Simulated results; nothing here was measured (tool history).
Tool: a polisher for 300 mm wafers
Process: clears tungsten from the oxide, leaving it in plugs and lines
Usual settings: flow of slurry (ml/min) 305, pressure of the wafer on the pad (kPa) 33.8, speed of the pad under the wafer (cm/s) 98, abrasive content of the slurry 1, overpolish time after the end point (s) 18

run	day	flow of slurry (ml/min)	pressure of the wafer on the pad (kPa)	speed of the pad under the wafer (cm/s)	abrasive content of the slurry	overpolish time after the end point (s)	wafers since the last listed run	wafers polished on this pad	hours since the slurry nozzle was cleaned	hours since the head pressure was calibrated	hours since the slurry blender was calibrated	hours since the slurry got fresh peroxide	incoming thickness of the incoming film, nm	time until the end point was called (s)
1	0	305	33.8	98	1	18	0	1357	459.9	333.3	222.9	1	624.7	91.7
2	1.325	305	33.8	98	1	18	257	1615	491.7	365.1	254.7	32.8	613.1	92.5
3	3.817	305	33.8	80	1	18	484	2099	551.5	424.9	314.5	92.6	611.7	113.3
# day 4.288: slurry blender recalibrated
# day 4.892: head pressure recalibrated
4	5.958	305	33.8	80	1	18	383	2483	602.9	25.6	40.1	144	611.8	112.5
# day 7.229: worn pad replaced by a new one
5	7.925	305	33.8	98	1	18	349	135	650.1	72.8	87.3	191.2	620.5	88.8
6	9.288	305	33.8	98	1	18	264	399	682.8	105.5	120	223.9	612	89.3
# day 10.4: slurry nozzle cleaned
7	10.842	305	33.8	98	1	18	294	693	10.6	142.8	157.3	261.2	628.5	91.3
# day 13.425: slurry tank refilled with fresh slurry and peroxide
8	13.542	305	33.8	98	1	18	516	1210	75.4	207.6	222.1	2.8	624	91.4
9	15.529	305	33.8	98	1	18	386	1597	123.1	255.3	269.8	50.5	630.9	91.8
# day 17.154: slurry blender recalibrated
10	17.379	275	33.8	98	1.25	18	343	1940	167.5	299.7	5.4	94.9	621.4	88.5
11	20.146	405	26.9	98	1.15	26	537	2478	233.9	366.1	71.8	161.3	628.5	114
# day 21.812: worn pad replaced by a new one
12	22.042	210	33.8	98	1	18	336	44	279.4	411.6	117.3	206.8	611.4	93.8
13	23.967	350	37.9	98	1	18	374	418	325.6	457.8	163.5	253	621	80.7
# day 25.383: slurry tank refilled with fresh slurry and peroxide
# day 25.842: head pressure recalibrated
14	25.879	305	33.8	98	1	14	347	766	371.5	0.9	209.4	11.9	614.5	90.4
15	27.196	305	33.8	98	1.1	10	255	1022	403.1	32.5	241	43.5	619.3	87.2
16	29.521	335	33.8	108	1	18	451	1474	458.9	88.3	296.8	99.3	626.3	83.4
# day 30.358: slurry blender recalibrated
17	31.542	305	33.8	98	1	23	376	1850	507.4	136.8	28.4	147.8	612.3	89.9
18	33.117	275	23.4	122	1	18	306	2156	545.2	174.6	66.2	185.6	609.9	108.6
# day 33.379: worn pad replaced by a new one
19	35.525	305	33.8	98	1	18	435	417	603	232.4	124	243.4	625.4	90
# day 36.312: slurry tank refilled with fresh slurry and peroxide
20	36.95	305	33.8	98	1	18	268	686	637.2	266.6	158.2	15.3	617.1	88.2
21	38.029	305	28.3	98	1	18	209	895	663.1	292.5	184.1	41.2	621.3	107.6
22	39.325	305	33.8	98	1	18	251	1147	694.2	323.6	215.2	72.3	622.6	90.3
23	41.438	305	33.8	98	1	18	410	1558	744.9	374.3	265.9	123	618.8	92.2
# day 43.321: slurry blender recalibrated
24	43.421	375	30.3	98	1	7	369	1927	792.5	421.9	2.4	170.6	621.6	101
# day 45.133: slurry nozzle cleaned
# day 45.625: worn pad replaced by a new one
25	45.754	305	33.8	98	1	10	413	24	14.9	477.9	58.4	226.6	615.3	88.7
# day 47.296: head pressure recalibrated
# day 47.454: slurry tank refilled with fresh slurry and peroxide
26	47.892	305	37.9	98	1.2	18	391	416	66.2	14.3	109.7	10.5	618.3	77.6

What the log doesn't show, run by run:
slurry flow missing at the pad, %: 0 in every run
deviation of the head's pressure from its setpoint, %: 0 in every run
abrasive missing from the slurry, %: 0 in every run
peroxide lost from the slurry, %: 0 in every run
H1: removal rate lost through wear of the pad, %
run	H1
1	1.82
2	2.53
3	4.2
4	5.98
5	0.429
6	0.56
7	0.868
8	1.8
9	2.82
10	4.01
11	6.24
12	0.17
13	0.331
14	0.746
15	1.18
16	2.24
17	3.47
18	4.63
19	0.266
20	0.55
21	0.86
22	1.34
23	2.37
24	3.63
25	0.494
26	0.672
